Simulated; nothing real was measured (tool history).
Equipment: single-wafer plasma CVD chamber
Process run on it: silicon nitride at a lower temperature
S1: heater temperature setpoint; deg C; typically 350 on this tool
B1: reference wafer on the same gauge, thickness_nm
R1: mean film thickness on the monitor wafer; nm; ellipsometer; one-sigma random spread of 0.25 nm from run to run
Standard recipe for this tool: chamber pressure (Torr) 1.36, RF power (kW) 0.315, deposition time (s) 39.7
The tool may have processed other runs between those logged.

run 1 day=0 | S1=350 chamber_pressure_(Torr)=1.36 RF_power_(kW)=0.315 deposition_time_(s)=39.7 | B1=38.709 | R1=48.232
-- day=0.421 showerhead replaced
run 2 day=3.142 | S1=350 chamber_pressure_(Torr)=1.36 RF_power_(kW)=0.315 deposition_time_(s)=39.7 | B1=38.711 | R1=48.516
run 3 day=5.062 | S1=350 chamber_pressure_(Torr)=1.36 RF_power_(kW)=0.315 deposition_time_(s)=39.7 | B1=38.673 | R1=48.496
-- day=6.829 gauge calibrated
run 4 day=8.133 | S1=350 chamber_pressure_(Torr)=1.36 RF_power_(kW)=0.315 deposition_time_(s)=39.7 | B1=38.757 | R1=48.704
run 5 day=11.488 | S1=350 chamber_pressure_(Torr)=1.55 RF_power_(kW)=0.315 deposition_time_(s)=36.1 | B1=38.708 | R1=46.335
-- day=13.308 RF generator calibrated
run 6 day=15.296 | S1=350 chamber_pressure_(Torr)=1.36 RF_power_(kW)=0.315 deposition_time_(s)=39.7 | B1=38.728 | R1=48.515
run 7 day=19.596 | S1=350 chamber_pressure_(Torr)=1.36 RF_power_(kW)=0.35 deposition_time_(s)=39.7 | B1=38.705 | R1=50.705
run 8 day=23.221 | S1=350 chamber_pressure_(Torr)=1.36 RF_power_(kW)=0.315 deposition_time_(s)=39.7 | B1=38.665 | R1=48.95
-- day=24.55 capacitance manometer re-zeroed and calibrated, repeated, since the last time left the tool worse
run 9 day=26.854 | S1=350 chamber_pressure_(Torr)=1.47 RF_power_(kW)=0.275 deposition_time_(s)=45 | B1=38.695 | R1=52.473
run 10 day=30.504 | S1=340 chamber_pressure_(Torr)=1.02 RF_power_(kW)=0.345 deposition_time_(s)=34.6 | B1=38.766 | R1=38.328
run 11 day=33.679 | S1=345 chamber_pressure_(Torr)=1.08 RF_power_(kW)=0.28 deposition_time_(s)=39.7 | B1=38.703 | R1=41.215
run 12 day=35.629 | S1=350 chamber_pressure_(Torr)=1.09 RF_power_(kW)=0.37 deposition_time_(s)=39.7 | B1=38.704 | R1=45.934
run 13 day=46.138 | S1=361 chamber_pressure_(Torr)=1.13 RF_power_(kW)=0.36 deposition_time_(s)=35.7 | B1=38.742 | R1=41.413
run 14 day=48.038 | S1=350 chamber_pressure_(Torr)=1.27 RF_power_(kW)=0.315 deposition_time_(s)=39.7 | B1=38.712 | R1=46.391
run 15 day=51.512 | S1=350 chamber_pressure_(Torr)=1.36 RF_power_(kW)=0.315 deposition_time_(s)=39.7 | B1=38.699 | R1=47.528
run 16 day=55.729 | S1=350 chamber_pressure_(Torr)=1.36 RF_power_(kW)=0.315 deposition_time_(s)=39.7 | B1=38.677 | R1=47.79
run 17 day=59.962 | S1=350 chamber_pressure_(Torr)=1.36 RF_power_(kW)=0.315 deposition_time_(s)=39.7 | B1=38.702 | R1=47.479
-- day=62.4 thermocouple changed; heater temperature recalibrated
run 18 day=62.429 | S1=350 chamber_pressure_(Torr)=1.18 RF_power_(kW)=0.315 deposition_time_(s)=32.8 | B1=38.659 | R1=37.33

The next listed run, before its measurement:
run 19 day=70.733 | S1=336 chamber_pressure_(Torr)=1.36 RF_power_(kW)=0.29 deposition_time_(s)=35.4 | B1=? | R1=?

Run 19 produced B1 38.705, R1 41.356 nm.
On a tool with no hidden condition, and with the same random variation, this run would have come out at R1 40.903 nm.
